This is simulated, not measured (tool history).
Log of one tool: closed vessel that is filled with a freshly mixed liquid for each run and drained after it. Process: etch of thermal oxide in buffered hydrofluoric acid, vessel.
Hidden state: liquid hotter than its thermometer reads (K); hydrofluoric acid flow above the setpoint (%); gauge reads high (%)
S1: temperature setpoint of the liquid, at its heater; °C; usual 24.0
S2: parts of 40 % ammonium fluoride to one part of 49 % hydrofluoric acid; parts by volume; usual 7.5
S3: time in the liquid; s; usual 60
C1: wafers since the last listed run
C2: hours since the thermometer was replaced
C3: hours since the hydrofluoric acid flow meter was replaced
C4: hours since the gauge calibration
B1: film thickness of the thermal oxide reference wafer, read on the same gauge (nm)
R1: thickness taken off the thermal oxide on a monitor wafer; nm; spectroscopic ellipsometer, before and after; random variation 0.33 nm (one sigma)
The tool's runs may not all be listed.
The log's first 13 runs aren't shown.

Run 14, hour 296.7: usual settings; C1 4656; C2 216.0; C3 551.8; C4 256.1; B1 79.93. Result: R1 87.18 nm.
Run 15, hour 316.1: usual settings but S1 20.5 °C, S3 30 s; C1 2603; C2 235.4; C3 571.2; C4 275.5; B1 80.00. Result: R1 35.92 nm.
Run 16, hour 344.4: usual settings but S1 21.0 °C, S2 5.5 parts by volume, S3 40 s; C1 3797; C2 263.7; C3 599.5; C4 303.8; B1 80.02. Result: R1 65.14 nm.
Run 17, hour 367.1: usual settings but S1 27.0 °C, S2 9.5 parts by volume, S3 30 s; C1 3046; C2 286.4; C3 622.2; C4 326.5; B1 80.04. Result: R1 40.48 nm.
Run 18, hour 393.0: usual settings; C1 3475; C2 312.3; C3 648.1; C4 352.4; B1 80.03. Result: R1 86.51 nm.
Run 19, hour 409.0: usual settings; C1 2147; C2 328.3; C3 664.1; C4 368.4; B1 79.98. Result: R1 87.96 nm.
Run 20, hour 442.0: usual settings; C1 4428; C2 361.3; C3 697.1; C4 401.4; B1 80.04. Result: R1 87.67 nm.
Run 21, hour 473.3: usual settings but S2 9.5 parts by volume; C1 4200; C2 392.6; C3 728.4; C4 432.7; B1 80.00. Result: R1 69.48 nm.
At hour 484.6: hydrofluoric acid flow meter replaced.
Run 22, hour 505.4: usual settings but S1 20.0 °C, S2 6.5 parts by volume; C1 4173; C2 424.7; C3 20.8; C4 464.8; B1 80.02. Result: R1 80.43 nm.
Run 23, hour 523.5: usual settings but S1 20.5 °C; C1 2428; C2 442.8; C3 38.9; C4 482.9; B1 80.00. Result: R1 71.91 nm.
Run 24, hour 542.9: usual settings but S1 25.5 °C, S2 5.0 parts by volume; C1 2603; C2 462.2; C3 58.3; C4 502.3; B1 80.07. Result: R1 136.00 nm.
Run 25, hour 573.3: usual settings but S3 30 s; C1 4079; C2 492.6; C3 88.7; C4 532.7; B1 80.05. Result: R1 43.89 nm.
Run 26, hour 602.7: usual settings but S1 28.5 °C, S2 9.0 parts by volume; C1 3945; C2 522.0; C3 118.1; C4 562.1; B1 80.03. Result: R1 91.64 nm.
Run 27, hour 615.1: usual settings but S1 21.0 °C, S2 5.5 parts by volume, S3 40 s; C1 1664; C2 534.4; C3 130.5; C4 574.5; B1 79.98. Result: R1 65.99 nm.
Run 28, hour 645.1: usual settings but S2 10.0 parts by volume, S3 40 s; C1 4025; C2 564.4; C3 160.5; C4 604.5; B1 79.99. Result: R1 45.09 nm.
Run 29, hour 667.0: usual settings; C1 2938; C2 586.3; C3 182.4; C4 626.4; B1 79.96. Result: R1 87.92 nm.
Run 30, hour 679.8: usual settings; C1 1717; C2 599.1; C3 195.2; C4 639.2; B1 80.01. Result: R1 88.17 nm.
Run 31, hour 708.7: usual settings but S1 27.5 °C, S2 5.5 parts by volume, S3 30 s; C1 3878; C2 628.0; C3 224.1; C4 668.1; B1 80.00. Result: R1 70.55 nm.
Run 32, hour 739.0: usual settings but S1 21.5 °C, S2 5.0 parts by volume, S3 95 s; C1 4066; C2 658.3; C3 254.4; C4 698.4; B1 79.93. Result: R1 174.33 nm.
Run 33, hour 755.5: usual settings but S1 21.0 °C, S2 8.5 parts by volume, S3 35 s; C1 2214; C2 674.8; C3 270.9; C4 714.9; B1 80.01. Result: R1 38.10 nm.
Run 34, hour 781.9: usual settings but S1 28.0 °C, S2 5.0 parts by volume; C1 3542; C2 701.2; C3 297.3; C4 741.3; B1 79.99. Result: R1 157.56 nm.

Forecast each of these 3 alternatives for the next run:
Run A, hour 782.6: usual settings but S2 10.0 parts by volume; C1 93; C2 701.9; C3 298.0; C4 742.0; B1 ?. Result: R1 ?.
Run B, hour 782.6: usual settings but S1 28.5 °C, S2 8.5 parts by volume, S3 35 s; C1 93; C2 701.9; C3 298.0; C4 742.0; B1 ?. Result: R1 ?.
Run C, hour 782.6: usual settings but S1 27.5 °C, S3 35 s; C1 93; C2 701.9; C3 298.0; C4 742.0; B1 ?. Result: R1 ?.

run     B1     R1
  A  79.99  67.94
  B  79.99  57.33
  C  79.99  62.26
Without the tool's hidden state the same runs would have given:
run     R1
  A  66.44
  B  56.10
  C  60.92
